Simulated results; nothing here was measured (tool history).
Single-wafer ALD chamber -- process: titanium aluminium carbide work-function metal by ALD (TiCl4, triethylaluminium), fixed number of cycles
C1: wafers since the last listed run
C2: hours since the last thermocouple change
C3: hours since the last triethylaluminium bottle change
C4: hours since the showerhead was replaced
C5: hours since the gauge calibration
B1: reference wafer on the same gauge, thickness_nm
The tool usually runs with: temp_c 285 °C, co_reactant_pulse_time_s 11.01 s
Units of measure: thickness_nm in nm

run 1 day=0.000 | temp_c=285 co_reactant_pulse_time_s=11.01 | C1=0 C2=2124.4 C3=385.9 C4=3356.0 C5=59.0 | B1=1.811 | thickness_nm=1.831
run 2 day=0.292 | temp_c=285 co_reactant_pulse_time_s=11.01 | C1=52 C2=2131.4 C3=392.9 C4=3363.0 C5=66.0 | B1=1.809 | thickness_nm=1.827
run 3 day=0.792 | temp_c=285 co_reactant_pulse_time_s=11.01 | C1=89 C2=2143.4 C3=404.9 C4=3375.0 C5=78.0 | B1=1.810 | thickness_nm=1.820
run 4 day=1.229 | temp_c=285 co_reactant_pulse_time_s=11.01 | C1=78 C2=2153.9 C3=415.4 C4=3385.5 C5=88.5 | B1=1.811 | thickness_nm=1.814
run 5 day=1.792 | temp_c=278 co_reactant_pulse_time_s=11.01 | C1=100 C2=2167.4 C3=428.9 C4=3399.0 C5=102.0 | B1=1.810 | thickness_nm=1.749
run 6 day=2.283 | temp_c=278 co_reactant_pulse_time_s=11.01 | C1=87 C2=2179.2 C3=440.7 C4=3410.8 C5=113.8 | B1=1.807 | thickness_nm=1.739
run 7 day=2.933 | temp_c=288 co_reactant_pulse_time_s=9.54 | C1=116 C2=2194.8 C3=456.3 C4=3426.4 C5=129.4 | B1=1.811 | thickness_nm=1.785
run 8 day=3.558 | temp_c=288 co_reactant_pulse_time_s=9.54 | C1=111 C2=2209.8 C3=471.3 C4=3441.4 C5=144.4 | B1=1.812 | thickness_nm=1.777
run 9 day=4.196 | temp_c=285 co_reactant_pulse_time_s=11.01 | C1=113 C2=2225.1 C3=486.6 C4=3456.7 C5=159.7 | B1=1.811 | thickness_nm=1.800
run 10 day=4.658 | temp_c=285 co_reactant_pulse_time_s=11.01 | C1=82 C2=2236.2 C3=497.7 C4=3467.8 C5=170.8 | B1=1.809 | thickness_nm=1.796
-- day=5.279 thermocouple changed; heater temperature recalibrated
run 11 day=5.300 | temp_c=285 co_reactant_pulse_time_s=11.01 | C1=55 C2=0.5 C3=513.1 C4=3483.2 C5=186.2 | B1=1.808 | thickness_nm=1.788
run 12 day=5.617 | temp_c=270 co_reactant_pulse_time_s=9.11 | C1=56 C2=8.1 C3=520.7 C4=3490.8 C5=193.8 | B1=1.812 | thickness_nm=1.587
-- day=5.958 gauge calibrated
run 13 day=6.204 | temp_c=293 co_reactant_pulse_time_s=14.83 | C1=105 C2=22.2 C3=534.8 C4=3504.9 C5=5.9 | B1=1.810 | thickness_nm=1.926
-- day=6.633 triethylaluminium bottle replaced
-- day=7.079 showerhead replaced
run 14 day=7.100 | temp_c=296 co_reactant_pulse_time_s=9.33 | C1=40 C2=43.7 C3=11.2 C4=0.5 C5=27.4 | B1=1.813 | thickness_nm=1.625
run 15 day=7.512 | temp_c=291 co_reactant_pulse_time_s=12.41 | C1=73 C2=53.6 C3=21.1 C4=10.4 C5=37.3 | B1=1.810 | thickness_nm=1.749
run 16 day=7.808 | temp_c=293 co_reactant_pulse_time_s=14.28 | C1=52 C2=60.7 C3=28.2 C4=17.5 C5=44.4 | B1=1.811 | thickness_nm=1.825
-- day=8.633 triethylaluminium bottle replaced, repeated, since the last time left the tool worse
run 17 day=8.654 | temp_c=291 co_reactant_pulse_time_s=11.01 | C1=91 C2=81.0 C3=0.5 C4=37.8 C5=64.7 | B1=1.808 | thickness_nm=1.908
run 18 day=8.738 | temp_c=285 co_reactant_pulse_time_s=11.01 | C1=14 C2=83.0 C3=2.5 C4=39.8 C5=66.7 | B1=1.813 | thickness_nm=1.854
run 19 day=9.304 | temp_c=285 co_reactant_pulse_time_s=8.95 | C1=101 C2=96.6 C3=16.1 C4=53.4 C5=80.3 | B1=1.809 | thickness_nm=1.812
run 20 day=9.729 | temp_c=285 co_reactant_pulse_time_s=11.01 | C1=75 C2=106.8 C3=26.3 C4=63.6 C5=90.5 | B1=1.811 | thickness_nm=1.848
run 21 day=10.329 | temp_c=278 co_reactant_pulse_time_s=12.80 | C1=107 C2=121.2 C3=40.7 C4=78.0 C5=104.9 | B1=1.811 | thickness_nm=1.813
run 22 day=10.796 | temp_c=271 co_reactant_pulse_time_s=14.38 | C1=83 C2=132.4 C3=51.9 C4=89.2 C5=116.1 | B1=1.809 | thickness_nm=1.756

Consider 4 possible next runs. They are alternatives, not a sequence: every one starts from the tool as it was left by run 22. What does each give?
run A day=10.812 | temp_c=285 co_reactant_pulse_time_s=13.76 | C1=2 C2=132.8 C3=52.3 C4=89.6 C5=116.5 | B1=? | thickness_nm=?
run B day=10.812 | temp_c=273 co_reactant_pulse_time_s=12.45 | C1=2 C2=132.8 C3=52.3 C4=89.6 C5=116.5 | B1=? | thickness_nm=?
run C day=10.812 | temp_c=293 co_reactant_pulse_time_s=8.35 | C1=2 C2=132.8 C3=52.3 C4=89.6 C5=116.5 | B1=? | thickness_nm=?
run D day=10.812 | temp_c=289 co_reactant_pulse_time_s=8.14 | C1=2 C2=132.8 C3=52.3 C4=89.6 C5=116.5 | B1=? | thickness_nm=?

run=A B1=1.811 thickness_nm=1.873
run=B B1=1.811 thickness_nm=1.755
run=C B1=1.811 thickness_nm=1.841
run=D B1=1.811 thickness_nm=1.797
Stripped of hidden state, with their random variation kept, the same runs would have yielded:
run=A thickness_nm=1.874
run=B thickness_nm=1.757
run=C thickness_nm=1.848
run=D thickness_nm=1.804
